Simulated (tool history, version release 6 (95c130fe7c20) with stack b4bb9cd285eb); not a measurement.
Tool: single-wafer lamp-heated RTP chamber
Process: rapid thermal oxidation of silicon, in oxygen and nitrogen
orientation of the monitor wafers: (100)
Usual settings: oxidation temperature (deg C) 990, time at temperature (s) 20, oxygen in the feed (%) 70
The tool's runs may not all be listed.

run,hour,oxidation temperature (deg C),time at temperature (s),oxygen in the feed (%),wafers since the last listed run,wafers since the last pyrometer calibration,hours since the oxygen flow controller was replaced,hours since the gauge calibration,"read-back reference wafer on the same gauge, thickness",oxide thickness on the monitor wafer (Å)
1,0,990,20,70,0,1701,3532.5,225.5,2.921,35.06
2,15.5,990,20,70,115,1817,3548,241,2.93,34.82
3,24.5,990,26,70,67,1884,3557,250,2.917,37.99
4,40.5,990,26,70,119,2004,3573,266,2.92,38.23
5,58.4,990,20,70,133,2138,3590.9,283.9,2.922,34.62
6,71.6,990,20,70,98,2237,3604.1,297.1,2.919,34.96
7,79.8,990,20,70,61,2298,3612.3,305.3,2.914,35
8,87.3,978,20,70,56,2354,3619.8,312.8,2.917,32.83
9,102.8,978,20,70,115,2470,3635.3,328.3,2.917,32.87
10,110.3,990,20,62,56,2526,3642.8,335.8,2.919,34.18
11,121.6,990,24,70,84,2611,3654.1,347.1,2.908,37.63
# hour 138.3: pyrometer window cleaned and pyrometer calibrated
12,139.4,990,20,70,73,8,3671.9,364.9,2.919,34.34
13,154.6,990,16,82,113,122,3687.1,380.1,2.926,33.11
14,170.1,990,20,70,115,238,3702.6,395.6,2.921,34.33
# hour 187.9: oxygen flow controller replaced
15,188.4,976,17,70,77,315,0.5,413.9,2.919,30.32
16,197.9,978,11,70,71,386,10,423.4,2.923,27.35
# hour 212.6: gauge calibrated
17,235.9,990,20,70,284,670,48,23.3,2.918,34.25
18,252.6,990,20,70,124,795,64.7,40,2.925,34.21
19,265.3,999,26,45,95,890,77.4,52.7,2.917,35.19

The next listed run, before its measurement:
20,273.5,1010,20,82,61,951,85.6,60.9,?,?

{"run 20": {"read-back reference wafer on the same gauge, thickness": 2.914, "oxide thickness on the monitor wafer (Å)": 40.52}}
Without the tool's hidden state the same run would have given oxide thickness on the monitor wafer (Å) 39.97.

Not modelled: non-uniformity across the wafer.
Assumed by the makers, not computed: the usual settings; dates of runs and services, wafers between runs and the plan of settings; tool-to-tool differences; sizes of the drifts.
